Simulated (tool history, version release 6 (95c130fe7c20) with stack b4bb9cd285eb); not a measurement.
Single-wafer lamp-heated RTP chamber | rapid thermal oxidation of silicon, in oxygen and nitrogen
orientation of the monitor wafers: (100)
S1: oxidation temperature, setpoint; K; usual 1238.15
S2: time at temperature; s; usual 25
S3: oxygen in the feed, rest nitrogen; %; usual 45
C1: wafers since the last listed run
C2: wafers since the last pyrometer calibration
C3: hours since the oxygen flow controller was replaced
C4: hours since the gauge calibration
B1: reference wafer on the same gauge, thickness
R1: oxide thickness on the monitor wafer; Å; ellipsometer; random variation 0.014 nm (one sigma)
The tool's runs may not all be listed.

{"run": 1, "hour": 0.0, "S1": 1238.15, "S2": 25, "S3": 45, "C1": 0, "C2": 4341, "C3": 2689.9, "C4": 568.6, "B1": 2.749, "R1": 28.83}
{"run": 2, "hour": 67.9, "S1": 1238.15, "S2": 25, "S3": 45, "C1": 492, "C2": 4833, "C3": 2757.8, "C4": 636.5, "B1": 2.749, "R1": 29.01}
{"run": 3, "hour": 118.0, "S1": 1238.15, "S2": 25, "S3": 45, "C1": 363, "C2": 5197, "C3": 2807.9, "C4": 686.6, "B1": 2.749, "R1": 29.2}
{"run": 4, "hour": 159.7, "S1": 1238.15, "S2": 25, "S3": 45, "C1": 302, "C2": 5499, "C3": 2849.6, "C4": 728.3, "B1": 2.752, "R1": 29.23}
{"run": 5, "hour": 216.9, "S1": 1221.15, "S2": 25, "S3": 45, "C1": 415, "C2": 5915, "C3": 2906.8, "C4": 785.5, "B1": 2.752, "R1": 27.31}
{"run": 6, "hour": 270.2, "S1": 1238.15, "S2": 25, "S3": 45, "C1": 386, "C2": 6301, "C3": 2960.1, "C4": 838.8, "B1": 2.749, "R1": 29.48}
{"run": 7, "hour": 317.1, "S1": 1238.15, "S2": 25, "S3": 45, "C1": 340, "C2": 6642, "C3": 3007, "C4": 885.7, "B1": 2.748, "R1": 29.53}
{"run": 8, "hour": 366.8, "S1": 1238.15, "S2": 25, "S3": 45, "C1": 360, "C2": 7002, "C3": 3056.7, "C4": 935.4, "B1": 2.749, "R1": 29.63}
{"run": 9, "hour": 437.0, "S1": 1238.15, "S2": 25, "S3": 45, "C1": 509, "C2": 7512, "C3": 3126.9, "C4": 1005.6, "B1": 2.749, "R1": 29.98}
{"run": 10, "hour": 485.4, "S1": 1238.15, "S2": 25, "S3": 45, "C1": 351, "C2": 7863, "C3": 3175.3, "C4": 1054, "B1": 2.75, "R1": 30.15}
{"hour": 520.1, "done": "pyrometer window cleaned and pyrometer calibrated"}
{"run": 11, "hour": 576.8, "S1": 1238.15, "S2": 25, "S3": 45, "C1": 605, "C2": 411, "C3": 3266.7, "C4": 1145.4, "B1": 2.749, "R1": 28.58}
{"run": 12, "hour": 673.9, "S1": 1261.15, "S2": 25, "S3": 52, "C1": 704, "C2": 1116, "C3": 3363.8, "C4": 1242.5, "B1": 2.749, "R1": 33.1}
{"run": 13, "hour": 749.5, "S1": 1238.15, "S2": 25, "S3": 45, "C1": 548, "C2": 1664, "C3": 3439.4, "C4": 1318.1, "B1": 2.751, "R1": 28.72}
{"run": 14, "hour": 813.4, "S1": 1238.15, "S2": 25, "S3": 45, "C1": 463, "C2": 2128, "C3": 3503.3, "C4": 1382, "B1": 2.752, "R1": 28.37}
{"run": 15, "hour": 892.5, "S1": 1238.15, "S2": 33, "S3": 45, "C1": 573, "C2": 2702, "C3": 3582.4, "C4": 1461.1, "B1": 2.75, "R1": 30.93}
{"run": 16, "hour": 971.7, "S1": 1238.15, "S2": 16, "S3": 45, "C1": 574, "C2": 3277, "C3": 3661.6, "C4": 1540.3, "B1": 2.749, "R1": 25.83}
{"run": 17, "hour": 1072.2, "S1": 1238.15, "S2": 25, "S3": 45, "C1": 729, "C2": 4006, "C3": 3762.1, "C4": 1640.8, "B1": 2.747, "R1": 28.79}
{"hour": 1102.5, "done": "gauge calibrated"}
{"run": 18, "hour": 1142.0, "S1": 1250.15, "S2": 36, "S3": 19, "C1": 506, "C2": 4512, "C3": 3831.9, "C4": 39.5, "B1": 2.749, "R1": 28.97}
{"run": 19, "hour": 1180.6, "S1": 1238.15, "S2": 35, "S3": 62, "C1": 280, "C2": 4792, "C3": 3870.5, "C4": 78.1, "B1": 2.75, "R1": 35.03}
{"run": 20, "hour": 1221.6, "S1": 1211.15, "S2": 30, "S3": 73, "C1": 297, "C2": 5090, "C3": 3911.5, "C4": 119.1, "B1": 2.749, "R1": 29.78}
{"run": 21, "hour": 1275.2, "S1": 1223.15, "S2": 25, "S3": 61, "C1": 388, "C2": 5479, "C3": 3965.1, "C4": 172.7, "B1": 2.751, "R1": 29.12}
{"run": 22, "hour": 1325.3, "S1": 1238.15, "S2": 25, "S3": 45, "C1": 363, "C2": 5842, "C3": 4015.2, "C4": 222.8, "B1": 2.751, "R1": 29.21}
{"hour": 1418.0, "done": "oxygen flow controller replaced"}
{"run": 23, "hour": 1420.9, "S1": 1238.15, "S2": 25, "S3": 45, "C1": 635, "C2": 6478, "C3": 2.9, "C4": 318.4, "B1": 2.749, "R1": 29.37}
{"hour": 1470.2, "done": "pyrometer window cleaned and pyrometer calibrated"}
{"run": 24, "hour": 1501.2, "S1": 1238.15, "S2": 25, "S3": 45, "C1": 524, "C2": 225, "C3": 83.2, "C4": 398.7, "B1": 2.749, "R1": 28.71}
{"run": 25, "hour": 1566.8, "S1": 1224.15, "S2": 16, "S3": 34, "C1": 475, "C2": 701, "C3": 148.8, "C4": 464.3, "B1": 2.75, "R1": 24.16}
{"run": 26, "hour": 1643.3, "S1": 1264.15, "S2": 29, "S3": 45, "C1": 555, "C2": 1256, "C3": 225.3, "C4": 540.8, "B1": 2.749, "R1": 33.91}
{"run": 27, "hour": 1708.2, "S1": 1238.15, "S2": 25, "S3": 70, "C1": 470, "C2": 1727, "C3": 290.2, "C4": 605.7, "B1": 2.75, "R1": 31.74}
{"run": 28, "hour": 1795.5, "S1": 1238.15, "S2": 37, "S3": 37, "C1": 633, "C2": 2360, "C3": 377.5, "C4": 693, "B1": 2.751, "R1": 30.75}
{"run": 29, "hour": 1839.5, "S1": 1256.15, "S2": 25, "S3": 21, "C1": 319, "C2": 2679, "C3": 421.5, "C4": 737, "B1": 2.749, "R1": 27.15}
{"run": 30, "hour": 1899.4, "S1": 1238.15, "S2": 25, "S3": 23, "C1": 434, "C2": 3114, "C3": 481.4, "C4": 796.9, "B1": 2.752, "R1": 25.88}
{"run": 31, "hour": 1977.0, "S1": 1215.15, "S2": 25, "S3": 45, "C1": 563, "C2": 3677, "C3": 559, "C4": 874.5, "B1": 2.751, "R1": 26.19}
{"run": 32, "hour": 2069.9, "S1": 1238.15, "S2": 25, "S3": 23, "C1": 674, "C2": 4351, "C3": 651.9, "C4": 967.4, "B1": 2.75, "R1": 26.04}
{"run": 33, "hour": 2118.0, "S1": 1249.15, "S2": 25, "S3": 45, "C1": 349, "C2": 4700, "C3": 700, "C4": 1015.5, "B1": 2.749, "R1": 30.68}
{"run": 34, "hour": 2166.7, "S1": 1238.15, "S2": 14, "S3": 71, "C1": 353, "C2": 5054, "C3": 748.7, "C4": 1064.2, "B1": 2.75, "R1": 27.35}
{"run": 35, "hour": 2214.9, "S1": 1223.15, "S2": 25, "S3": 20, "C1": 349, "C2": 5403, "C3": 796.9, "C4": 1112.4, "B1": 2.748, "R1": 24.62}
{"run": 36, "hour": 2296.8, "S1": 1238.15, "S2": 25, "S3": 45, "C1": 594, "C2": 5998, "C3": 878.8, "C4": 1194.3, "B1": 2.746, "R1": 29.44}
{"run": 37, "hour": 2362.5, "S1": 1238.15, "S2": 15, "S3": 26, "C1": 476, "C2": 6474, "C3": 944.5, "C4": 1260, "B1": 2.75, "R1": 24.37}
{"run": 38, "hour": 2455.6, "S1": 1228.15, "S2": 28, "S3": 53, "C1": 675, "C2": 7150, "C3": 1037.6, "C4": 1353.1, "B1": 2.751, "R1": 30.91}
{"run": 39, "hour": 2507.7, "S1": 1238.15, "S2": 25, "S3": 17, "C1": 378, "C2": 7528, "C3": 1089.7, "C4": 1405.2, "B1": 2.75, "R1": 25.64}

What the log doesn't show, run by run:
deviation of the oxygen flow from its setpoint, %: 0 in every run
gauge reads high (%): 0 in every run
H1: true wafer temperature minus pyrometer reading, K
run=1 H1=3.77
run=2 H1=4.67
run=3 H1=5.4
run=4 H1=6.04
run=5 H1=6.98
run=6 H1=7.93
run=7 H1=8.8
run=8 H1=9.79
run=9 H1=11.3
run=10 H1=12.3
run=11 H1=0.235
run=12 H1=0.45
run=13 H1=0.754
run=14 H1=1.1
run=15 H1=1.66
run=16 H1=2.34
run=17 H1=3.4
run=18 H1=4.26
run=19 H1=4.78
run=20 H1=5.37
run=21 H1=6.19
run=22 H1=7.01
run=23 H1=8.72
run=24 H1=1.27
run=25 H1=1.35
run=26 H1=1.57
run=27 H1=1.85
run=28 H1=2.37
run=29 H1=2.69
run=30 H1=3.19
run=31 H1=3.95
run=32 H1=5.03
run=33 H1=5.66
run=34 H1=6.35
run=35 H1=7.08
run=36 H1=8.43
run=37 H1=9.61
run=38 H1=11.4
run=39 H1=12.6
